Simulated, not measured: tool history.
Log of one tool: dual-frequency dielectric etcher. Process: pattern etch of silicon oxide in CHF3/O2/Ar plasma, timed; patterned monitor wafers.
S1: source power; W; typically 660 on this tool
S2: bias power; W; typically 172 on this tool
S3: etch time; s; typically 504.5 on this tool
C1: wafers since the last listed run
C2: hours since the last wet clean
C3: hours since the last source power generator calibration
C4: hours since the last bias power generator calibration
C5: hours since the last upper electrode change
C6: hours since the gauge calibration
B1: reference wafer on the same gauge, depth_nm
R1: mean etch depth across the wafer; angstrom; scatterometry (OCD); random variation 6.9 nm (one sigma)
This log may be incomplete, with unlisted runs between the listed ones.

run 1 hour=0 | S1=660 S2=172 S3=504.5 | C1=0 C2=90.1 C3=2329.7 C4=2862.8 C5=3178.5 C6=926.5 | B1=1022.6 | R1=9944
run 2 hour=87.3 | S1=660 S2=172 S3=504.5 | C1=191 C2=177.4 C3=2417 C4=2950.1 C5=3265.8 C6=1013.8 | B1=1019.7 | R1=10017
run 3 hour=115.4 | S1=660 S2=172 S3=504.5 | C1=61 C2=205.5 C3=2445.1 C4=2978.2 C5=3293.9 C6=1041.9 | B1=1020.5 | R1=9932
run 4 hour=142.5 | S1=540 S2=172 S3=504.5 | C1=59 C2=232.6 C3=2472.2 C4=3005.3 C5=3321 C6=1069 | B1=1021.6 | R1=9206
run 5 hour=163.2 | S1=540 S2=172 S3=504.5 | C1=45 C2=253.3 C3=2492.9 C4=3026 C5=3341.7 C6=1089.7 | B1=1020.3 | R1=9184
run 6 hour=182 | S1=540 S2=172 S3=504.5 | C1=41 C2=272.1 C3=2511.7 C4=3044.8 C5=3360.5 C6=1108.5 | B1=1020.4 | R1=9213
run 7 hour=205 | S1=660 S2=172 S3=504.5 | C1=50 C2=295.1 C3=2534.7 C4=3067.8 C5=3383.5 C6=1131.5 | B1=1018.1 | R1=9855
run 8 hour=231.2 | S1=660 S2=172 S3=504.5 | C1=57 C2=321.3 C3=2560.9 C4=3094 C5=3409.7 C6=1157.7 | B1=1019.4 | R1=9858
run 9 hour=264.9 | S1=660 S2=172 S3=504.5 | C1=74 C2=355 C3=2594.6 C4=3127.7 C5=3443.4 C6=1191.4 | B1=1017 | R1=9808
run 10 hour=300.4 | S1=660 S2=172 S3=504.5 | C1=77 C2=390.5 C3=2630.1 C4=3163.2 C5=3478.9 C6=1226.9 | B1=1018.9 | R1=9802
-- hour=304.8 gauge calibrated
run 11 hour=316.8 | S1=660 S2=172 S3=504.5 | C1=36 C2=406.9 C3=2646.5 C4=3179.6 C5=3495.3 C6=12 | B1=1020.7 | R1=9720
run 12 hour=342.4 | S1=660 S2=153 S3=570.5 | C1=56 C2=432.5 C3=2672.1 C4=3205.2 C5=3520.9 C6=37.6 | B1=1022.7 | R1=10447
-- hour=367.8 wet clean of the chamber
run 13 hour=373.6 | S1=660 S2=204 S3=504.5 | C1=15 C2=5.8 C3=2703.3 C4=3236.4 C5=3552.1 C6=68.8 | B1=1019 | R1=10512
run 14 hour=406.3 | S1=740 S2=152 S3=504.5 | C1=71 C2=38.5 C3=2736 C4=3269.1 C5=3584.8 C6=101.5 | B1=1021.9 | R1=9846
run 15 hour=436 | S1=660 S2=172 S3=504.5 | C1=65 C2=68.2 C3=2765.7 C4=3298.8 C5=3614.5 C6=131.2 | B1=1019.8 | R1=9861
-- hour=462.1 upper electrode replaced, of another model than before
run 16 hour=468.4 | S1=720 S2=201 S3=381 | C1=18 C2=100.6 C3=2798.1 C4=3331.2 C5=6.3 C6=163.6 | B1=1018.2 | R1=8057
run 17 hour=481.3 | S1=540 S2=172 S3=650 | C1=28 C2=113.5 C3=2811 C4=3344.1 C5=19.2 C6=176.5 | B1=1020 | R1=11300
run 18 hour=512.1 | S1=540 S2=153 S3=582.5 | C1=67 C2=144.3 C3=2841.8 C4=3374.9 C5=50 C6=207.3 | B1=1020.9 | R1=9809
run 19 hour=547.1 | S1=660 S2=206 S3=504.5 | C1=76 C2=179.3 C3=2876.8 C4=3409.9 C5=85 C6=242.3 | B1=1018.5 | R1=10082
run 20 hour=559.3 | S1=660 S2=172 S3=504.5 | C1=26 C2=191.5 C3=2889 C4=3422.1 C5=97.2 C6=254.5 | B1=1023.1 | R1=9837
-- hour=576.5 bias power generator calibrated
run 21 hour=583.8 | S1=660 S2=172 S3=504.5 | C1=45 C2=216 C3=2913.5 C4=7.3 C5=121.7 C6=279 | B1=1019.3 | R1=9675
-- hour=623.4 source power generator calibrated
run 22 hour=681.1 | S1=660 S2=172 S3=504.5 | C1=204 C2=313.3 C3=57.7 C4=104.6 C5=219 C6=376.3 | B1=1021.3 | R1=9619
run 23 hour=694.6 | S1=660 S2=172 S3=504.5 | C1=29 C2=326.8 C3=71.2 C4=118.1 C5=232.5 C6=389.8 | B1=1021.5 | R1=9638
run 24 hour=719.6 | S1=660 S2=139 S3=504.5 | C1=54 C2=351.8 C3=96.2 C4=143.1 C5=257.5 C6=414.8 | B1=1018.4 | R1=9242
run 25 hour=754 | S1=660 S2=172 S3=504.5 | C1=75 C2=386.2 C3=130.6 C4=177.5 C5=291.9 C6=449.2 | B1=1019.7 | R1=9617
run 26 hour=784.9 | S1=560 S2=194 S3=504.5 | C1=67 C2=417.1 C3=161.5 C4=208.4 C5=322.8 C6=480.1 | B1=1021.1 | R1=8948
-- hour=816.4 wet clean of the chamber
run 27 hour=816.9 | S1=660 S2=214 S3=612.5 | C1=17 C2=0.5 C3=193.5 C4=240.4 C5=354.8 C6=512.1 | B1=1019.3 | R1=12680
run 28 hour=823.3 | S1=760 S2=186 S3=415.5 | C1=14 C2=6.9 C3=199.9 C4=246.8 C5=361.2 C6=518.5 | B1=1020.6 | R1=9057
run 29 hour=837.7 | S1=560 S2=143 S3=564.5 | C1=31 C2=21.3 C3=214.3 C4=261.2 C5=375.6 C6=532.9 | B1=1019.5 | R1=9773

Below are 5 alternative next runs, each starting from the tool's condition after run 29. Predict each:
run A hour=838.3 | S1=660 S2=172 S3=354 | C1=1 C2=21.9 C3=214.9 C4=261.8 C5=376.2 C6=533.5 | B1=? | R1=?
run B hour=838.3 | S1=570 S2=172 S3=650.5 | C1=1 C2=21.9 C3=214.9 C4=261.8 C5=376.2 C6=533.5 | B1=? | R1=?
run C hour=838.3 | S1=660 S2=150 S3=504.5 | C1=1 C2=21.9 C3=214.9 C4=261.8 C5=376.2 C6=533.5 | B1=? | R1=?
run D hour=838.3 | S1=750 S2=172 S3=504.5 | C1=1 C2=21.9 C3=214.9 C4=261.8 C5=376.2 C6=533.5 | B1=? | R1=?
run E hour=838.3 | S1=780 S2=172 S3=557.5 | C1=1 C2=21.9 C3=214.9 C4=261.8 C5=376.2 C6=533.5 | B1=? | R1=?

run=A B1=1019 R1=7109
run=B B1=1019 R1=12012
run=C B1=1019 R1=9832
run=D B1=1019 R1=10856
run=E B1=1019 R1=12245
With no hidden state in the tool, these same runs would have given:
run=A R1=7178
run=B R1=12129
run=C R1=9928
run=D R1=10961
run=E R1=12365
